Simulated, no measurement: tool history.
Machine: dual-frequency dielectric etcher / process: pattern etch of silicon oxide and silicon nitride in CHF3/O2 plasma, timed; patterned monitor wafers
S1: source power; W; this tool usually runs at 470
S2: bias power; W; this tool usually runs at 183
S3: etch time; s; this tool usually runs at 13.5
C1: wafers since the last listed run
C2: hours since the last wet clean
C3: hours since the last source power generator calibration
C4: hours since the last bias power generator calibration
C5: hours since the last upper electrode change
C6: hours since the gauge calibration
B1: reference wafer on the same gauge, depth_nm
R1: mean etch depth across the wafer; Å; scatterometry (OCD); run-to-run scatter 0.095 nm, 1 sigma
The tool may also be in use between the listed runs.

Run 1, hour 0.0: usual settings; C1 0; C2 265.5; C3 2117.3; C4 3857.5; C5 3824.0; C6 947.8; B1 18.93. Result: R1 196.8 Å.
At hour 81.4: wet clean of the chamber.
Run 2, hour 81.9: usual settings; C1 1024; C2 0.5; C3 2199.2; C4 3939.4; C5 3905.9; C6 1029.7; B1 18.93. Result: R1 189.3 Å.
Run 3, hour 108.7: usual settings but S1 530 W; C1 474; C2 27.3; C3 2226.0; C4 3966.2; C5 3932.7; C6 1056.5; B1 18.89. Result: R1 197.5 Å.
Run 4, hour 163.8: usual settings; C1 975; C2 82.4; C3 2281.1; C4 4021.3; C5 3987.8; C6 1111.6; B1 18.93. Result: R1 193.9 Å.
Run 5, hour 232.7: usual settings; C1 1219; C2 151.3; C3 2350.0; C4 4090.2; C5 4056.7; C6 1180.5; B1 18.92. Result: R1 192.7 Å.
Run 6, hour 277.0: usual settings; C1 784; C2 195.6; C3 2394.3; C4 4134.5; C5 4101.0; C6 1224.8; B1 18.89. Result: R1 194.7 Å.
Run 7, hour 314.5: usual settings but S1 560 W, S2 153 W; C1 663; C2 233.1; C3 2431.8; C4 4172.0; C5 4138.5; C6 1262.3; B1 18.89. Result: R1 193.6 Å.
Run 8, hour 380.7: usual settings but S2 149 W; C1 1171; C2 299.3; C3 2498.0; C4 4238.2; C5 4204.7; C6 1328.5; B1 18.92. Result: R1 185.9 Å.
At hour 388.1: gauge calibrated.
At hour 425.4: bias power generator calibrated.
Run 9, hour 438.5: usual settings but S2 149 W; C1 952; C2 357.1; C3 2555.8; C4 13.1; C5 4262.5; C6 50.4; B1 18.89. Result: R1 185.0 Å.
At hour 486.6: wet clean of the chamber.
At hour 502.7: upper electrode replaced.
Run 10, hour 505.6: usual settings; C1 476; C2 19.0; C3 2622.9; C4 80.2; C5 2.9; C6 117.5; B1 18.91. Result: R1 194.1 Å.
Run 11, hour 558.9: usual settings; C1 943; C2 72.3; C3 2676.2; C4 133.5; C5 56.2; C6 170.8; B1 18.86. Result: R1 193.9 Å.
At hour 570.7: source power generator calibrated.
Run 12, hour 603.5: usual settings but S1 580 W, S3 10.5 s; C1 718; C2 116.9; C3 32.8; C4 178.1; C5 100.8; C6 215.4; B1 18.91. Result: R1 159.8 Å.
Run 13, hour 669.3: usual settings but S2 223 W; C1 1164; C2 182.7; C3 98.6; C4 243.9; C5 166.6; C6 281.2; B1 18.89. Result: R1 209.0 Å.
Run 14, hour 693.6: usual settings but S2 195 W, S3 12.0 s; C1 430; C2 207.0; C3 122.9; C4 268.2; C5 190.9; C6 305.5; B1 18.87. Result: R1 178.3 Å.
Run 15, hour 761.9: usual settings but S1 540 W, S2 217 W; C1 1208; C2 275.3; C3 191.2; C4 336.5; C5 259.2; C6 373.8; B1 18.87. Result: R1 217.1 Å.
Run 16, hour 803.3: usual settings but S2 213 W; C1 732; C2 316.7; C3 232.6; C4 377.9; C5 300.6; C6 415.2; B1 18.91. Result: R1 209.9 Å.
At hour 875.5: wet clean of the chamber.
Run 17, hour 876.0: usual settings but S1 420 W, S2 228 W, S3 11.5 s; C1 861; C2 0.5; C3 305.3; C4 450.6; C5 373.3; C6 487.9; B1 18.87. Result: R1 171.0 Å.
Run 18, hour 945.3: usual settings; C1 1226; C2 69.8; C3 374.6; C4 519.9; C5 442.6; C6 557.2; B1 18.91. Result: R1 192.2 Å.
Run 19, hour 1055.7: usual settings but S2 149 W; C1 1953; C2 180.2; C3 485.0; C4 630.3; C5 553.0; C6 667.6; B1 18.89. Result: R1 183.5 Å.
Run 20, hour 1119.8: usual settings but S3 12.0 s; C1 1134; C2 244.3; C3 549.1; C4 694.4; C5 617.1; C6 731.7; B1 18.87. Result: R1 175.2 Å.
Run 21, hour 1144.9: usual settings but S1 560 W, S3 16.5 s; C1 444; C2 269.4; C3 574.2; C4 719.5; C5 642.2; C6 756.8; B1 18.91. Result: R1 252.3 Å.

What will run 22 give?
Run 22, hour 1180.0: usual settings but S2 146 W; C1 621; C2 304.5; C3 609.3; C4 754.6; C5 677.3; C6 791.9; B1 ?. Result: R1 ?.

B1: 18.88
R1: 184.0 Å
With the hidden condition absent and the run-to-run variation left alone, this run would have shown R1 178.6 Å.
